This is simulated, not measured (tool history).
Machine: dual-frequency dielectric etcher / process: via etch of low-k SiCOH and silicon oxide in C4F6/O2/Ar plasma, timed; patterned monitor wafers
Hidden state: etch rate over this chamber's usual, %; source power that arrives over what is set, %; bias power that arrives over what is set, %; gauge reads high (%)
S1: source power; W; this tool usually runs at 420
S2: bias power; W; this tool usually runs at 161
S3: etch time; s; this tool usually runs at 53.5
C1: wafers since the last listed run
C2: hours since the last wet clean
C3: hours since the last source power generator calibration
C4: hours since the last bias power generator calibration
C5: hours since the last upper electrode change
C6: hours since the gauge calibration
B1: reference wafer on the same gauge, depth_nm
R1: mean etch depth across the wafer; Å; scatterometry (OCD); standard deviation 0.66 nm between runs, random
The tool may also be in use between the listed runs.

run,hour,S1,S2,S3,C1,C2,C3,C4,C5,C6,B1,R1
1,0.0,420,161,53.5,0,0.5,1813.4,1337.5,4565.7,1127.3,133.1,1281
2,25.8,420,161,53.5,387,26.3,1839.2,1363.3,4591.5,1153.1,133.2,1285
3,82.4,420,161,53.5,849,82.9,1895.8,1419.9,4648.1,1209.7,133.1,1277
4,114.9,420,161,53.5,487,115.4,1928.3,1452.4,4680.6,1242.2,132.9,1279
# hour 163.3: upper electrode replaced
# hour 175.1: gauge calibrated
5,186.1,420,131,63.5,708,186.6,1999.5,1523.6,22.8,11.0,133.0,1370
6,248.0,420,131,63.5,928,248.5,2061.4,1585.5,84.7,72.9,133.1,1369
7,290.1,420,161,53.5,631,290.6,2103.5,1627.6,126.8,115.0,132.8,1283
8,337.8,420,161,53.5,715,338.3,2151.2,1675.3,174.5,162.7,133.2,1273
9,400.5,420,161,53.5,940,401.0,2213.9,1738.0,237.2,225.4,132.6,1278
10,448.4,420,153,53.5,718,448.9,2261.8,1785.9,285.1,273.3,133.0,1239
# hour 511.5: wet clean of the chamber
11,512.0,420,161,57.0,594,0.5,2325.4,1849.5,348.7,336.9,133.0,1363
12,541.5,420,161,53.5,442,30.0,2354.9,1879.0,378.2,366.4,133.4,1275
# hour 602.8: bias power generator calibrated
13,706.1,420,147,58.0,2409,194.6,2519.5,103.3,542.8,531.0,132.8,1399
14,770.6,420,132,69.5,967,259.1,2584.0,167.8,607.3,595.5,132.9,1567
# hour 785.0: source power generator calibrated
15,795.7,420,131,53.5,316,284.2,10.7,192.9,632.4,620.6,133.2,1198
16,978.5,420,149,53.5,2742,467.0,193.5,375.7,815.2,803.4,132.8,1277
# hour 1024.4: wet clean of the chamber
17,1024.9,490,188,53.5,336,0.5,239.9,422.1,861.6,849.8,132.7,1552
18,1058.9,420,161,53.5,510,34.5,273.9,456.1,895.6,883.8,133.3,1347
19,1102.3,470,161,39.5,651,77.9,317.3,499.5,939.0,927.2,133.1,1046
# hour 1119.4: bias power generator calibrated, repeated, since the last time left the tool worse
20,1154.4,490,161,48.5,721,130.0,369.4,35.0,991.1,979.3,133.1,1278
21,1180.5,420,161,53.5,391,156.1,395.5,61.1,1017.2,1005.4,132.9,1312
22,1231.4,420,142,48.5,763,207.0,446.4,112.0,1068.1,1056.3,132.9,1105
23,1298.2,370,200,53.5,1002,273.8,513.2,178.8,1134.9,1123.1,133.2,1368
24,1339.9,450,190,44.0,625,315.5,554.9,220.5,1176.6,1164.8,133.4,1202
25,1376.5,480,200,59.5,549,352.1,591.5,257.1,1213.2,1201.4,132.8,1705
26,1402.9,420,161,39.5,396,378.5,617.9,283.5,1239.6,1227.8,132.7,954
# hour 1421.9: gauge calibrated
27,1460.9,420,161,62.0,870,436.5,675.9,341.5,1297.6,39.0,133.0,1515
# hour 1538.2: wet clean of the chamber
28,1538.7,420,161,53.5,807,0.5,753.7,419.3,1375.4,116.8,133.2,1313
29,1590.7,370,133,53.5,780,52.5,805.7,471.3,1427.4,168.8,133.1,1111
30,1623.1,500,132,64.5,486,84.9,838.1,503.7,1459.8,201.2,132.8,1532

Some steps in R1, run to run, broken into two amounts with sign: the step expected even without the hidden condition (settings, incoming material, random variation), and the rest, left for the hidden condition together with whatever gauge scatter is not in both the measured and the hidden-condition-free result:
Run 12 -> 13: S2 161 -> 147, S3 53.5 -> 58.0, bias power generator calibrated. R1 +124 Å: hidden state +66, all else +58.
Run 14 -> 15: S2 132 -> 131, S3 69.5 -> 53.5, source power generator calibrated. R1 -369 Å: hidden state -11, all else -358.
Run 19 -> 20: S1 470 -> 490, S3 39.5 -> 48.5, bias power generator calibrated, repeated, since the last time left the tool worse. R1 +232 Å: hidden state -28, all else +260.
Run 24 -> 25: S1 450 -> 480, S2 190 -> 200, S3 44.0 -> 59.5. R1 +503 Å: hidden state -2, all else +505.
Run 25 -> 26: S1 480 -> 420, S2 200 -> 161, S3 59.5 -> 39.5. R1 -751 Å: hidden state +2, all else -753.
Run 26 -> 27: S3 39.5 -> 62.0, gauge calibrated. R1 +561 Å: hidden state -2, all else +563.

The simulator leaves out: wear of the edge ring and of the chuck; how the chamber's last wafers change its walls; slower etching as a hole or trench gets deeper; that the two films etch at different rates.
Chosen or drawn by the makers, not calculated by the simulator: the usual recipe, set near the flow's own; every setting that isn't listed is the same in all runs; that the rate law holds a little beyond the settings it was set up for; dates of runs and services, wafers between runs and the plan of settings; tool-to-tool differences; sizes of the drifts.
